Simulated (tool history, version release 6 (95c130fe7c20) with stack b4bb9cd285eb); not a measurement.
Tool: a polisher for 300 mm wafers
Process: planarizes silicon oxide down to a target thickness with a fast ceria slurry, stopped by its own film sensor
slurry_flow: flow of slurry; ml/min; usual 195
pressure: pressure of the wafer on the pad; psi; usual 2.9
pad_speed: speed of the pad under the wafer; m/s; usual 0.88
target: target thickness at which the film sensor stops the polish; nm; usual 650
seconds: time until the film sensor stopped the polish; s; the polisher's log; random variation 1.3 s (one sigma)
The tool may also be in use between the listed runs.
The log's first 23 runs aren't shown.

run      day  slurry_flow  pressure  pad_speed  target  wafers since the last listed run  wafers polished on this pad  hours since the slurry nozzle was cleaned  hours since the head pressure was calibrated  incoming thickness of the incoming film, nm  seconds
      78.954  -- head pressure recalibrated
      80.562  -- slurry nozzle cleaned
 24   82.292          245       2.9       0.88     650                              1124                         2695                                       41.5                                          80.1                                       1864.4     86.6
 25   85.633          250       3.5       1.18     925                               866                         3561                                      121.7                                         160.3                                       1832.3     41.7
 26     89.3          195       2.9       0.88     650                               950                         4512                                      209.7                                         248.3                                       1833.6     83.5
 27   92.692          195       3.4       0.88    1043                               879                         5391                                      291.1                                         329.7                                       1807.7       47
 28   94.942          195       3.2       0.88     650                               583                         5975                                      345.1                                         383.7                                       1822.1     75.1
        95.7  -- worn pad replaced by a new one
 29     99.2          235       2.9       1.14     650                              1060                          906                                      447.3                                         485.9                                       1831.8       66
 30    102.8          230       3.2       0.88     650                               933                         1840                                      533.7                                         572.3                                       1832.7     74.9
 31  106.162          195       3.7       0.88     650                               871                         2712                                      614.4                                           653                                       1850.2     69.4
     108.896  -- slurry nozzle cleaned
 32  110.558          195       2.9       0.88     431                              1128                         3841                                       39.9                                         758.5                                         1851     96.7
 33  112.896          195       3.4       0.88    1043                               606                         4447                                         96                                         814.6                                       1798.8     45.7
 34  116.638          195       2.9       1.14     650                               970                         5417                                      185.8                                         904.4                                       1813.7     61.2
     122.738  -- worn pad replaced by a new one
 35  128.812          195       2.9       0.88     650                              3113                         1575                                        478                                        1196.6                                         1824     79.6

Forecast each of these 4 alternatives for the next run:
  A  128.833          195       2.9       0.88     650                                 5                         1580                                      478.5                                        1197.1                                       1856.2        ?
  B  128.833          255       2.2       0.88     650                                 5                         1580                                      478.5                                        1197.1                                       1856.2        ?
  C  128.833          225       3.6       1.02     918                                 5                         1580                                      478.5                                        1197.1                                       1856.2        ?
  D  128.833          195       2.9       0.64     650                                 5                         1580                                      478.5                                        1197.1                                       1856.2        ?

run  seconds
  A     79.8
  B     95.2
  C     44.8
  D    105.8
Without the tool's hidden state the same runs would have given:
run  seconds
  A     85.5
  B    101.9
  C       48
  D    113.3
